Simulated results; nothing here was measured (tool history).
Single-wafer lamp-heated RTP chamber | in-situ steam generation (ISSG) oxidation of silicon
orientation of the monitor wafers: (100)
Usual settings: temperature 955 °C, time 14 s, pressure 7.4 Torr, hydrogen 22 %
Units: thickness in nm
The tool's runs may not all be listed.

run,hour,temperature,time,pressure,hydrogen,wafers since the last listed run,wafers since the last pyrometer calibration,hours since the pressure gauge was zeroed,hours since the hydrogen flow controller was replaced,hours since the gauge calibration,"read-back reference wafer on the same gauge, thickness",thickness
1,0,955,14,7.4,22,0,5713,2599.9,1631.7,529.2,4.579,4.391
# hour 73.2: pyrometer window cleaned and pyrometer calibrated
2,73.7,963,14,7.4,22,577,4,2673.6,1705.4,602.9,4.581,4.459
3,107.2,963,14,7.4,22,294,299,2707.1,1738.9,636.4,4.58,4.455
4,175,963,14,7.4,22,596,895,2774.9,1806.7,704.2,4.581,4.475
5,218.4,955,14,7.4,22,381,1277,2818.3,1850.1,747.6,4.581,4.345
6,259.8,955,14,7.4,22,364,1641,2859.7,1891.5,789,4.585,4.384
7,293.4,955,18,7.4,22,295,1936,2893.3,1925.1,822.6,4.579,4.812
8,329.5,955,18,7.4,22,317,2253,2929.4,1961.2,858.7,4.581,4.816
9,362.6,955,14,7.4,25,291,2544,2962.5,1994.3,891.8,4.58,4.532
10,431.6,955,14,6.9,22,606,3151,3031.5,2063.3,960.8,4.578,4.354
# hour 450: hydrogen flow controller replaced
11,499.9,955,14,6.9,22,530,3681,3099.8,49.9,1029.1,4.58,4.396
12,553.7,955,14,6.9,22,473,4154,3153.6,103.7,1082.9,4.579,4.398
13,621.7,940,10,7.8,19,597,4752,3221.6,171.7,1150.9,4.585,3.624
# hour 713.7: gauge calibrated
14,729.4,955,10,7.4,27,946,5699,3329.3,279.4,15.7,4.581,4.116
15,794.3,967,14,8.3,22,570,6270,3394.2,344.3,80.6,4.58,4.549
# hour 805: pyrometer window cleaned and pyrometer calibrated
16,861.5,955,14,7.4,22,520,496,3461.4,411.5,147.8,4.583,4.396
# hour 916.2: pressure gauge zeroed
17,930.9,948,11,7.4,22,539,1036,14.7,480.9,217.2,4.58,3.956
18,999.4,955,14,7.4,22,602,1639,83.2,549.4,285.7,4.579,4.396
19,1051.7,955,14,7.4,22,459,2098,135.5,601.7,338,4.582,4.401
20,1081,955,14,6.9,18,257,2356,164.8,631,367.3,4.584,4.174
21,1150,949,11,8.1,29,606,2963,233.8,700,436.3,4.581,4.27
22,1193.3,964,16,7.4,25,380,3344,277.1,743.3,479.6,4.58,4.916
23,1245.9,967,14,7.4,22,462,3806,329.7,795.9,532.2,4.58,4.557
24,1277.8,955,9,7.4,22,280,4087,361.6,827.8,564.1,4.578,3.738
25,1330.6,974,14,7.4,22,464,4551,414.4,880.6,616.9,4.581,4.644

5 ways to go on from here, each from the tool as it stands after run 25. What would each give?
A,1331.1,955,14,7.4,22,4,4555,414.9,881.1,617.4,?,?
B,1331.1,961,18,7.4,16,4,4555,414.9,881.1,617.4,?,?
C,1331.1,960,10,6.9,22,4,4555,414.9,881.1,617.4,?,?
D,1331.1,960,14,7.4,22,4,4555,414.9,881.1,617.4,?,?
E,1331.1,955,14,8.4,22,4,4555,414.9,881.1,617.4,?,?

run,"read-back reference wafer on the same gauge, thickness",thickness
A,4.58,4.379
B,4.58,4.565
C,4.58,3.891
D,4.58,4.439
E,4.58,4.373
Without the tool's hidden state the same runs would have given:
run,thickness
A,4.402
B,4.587
C,3.913
D,4.462
E,4.395
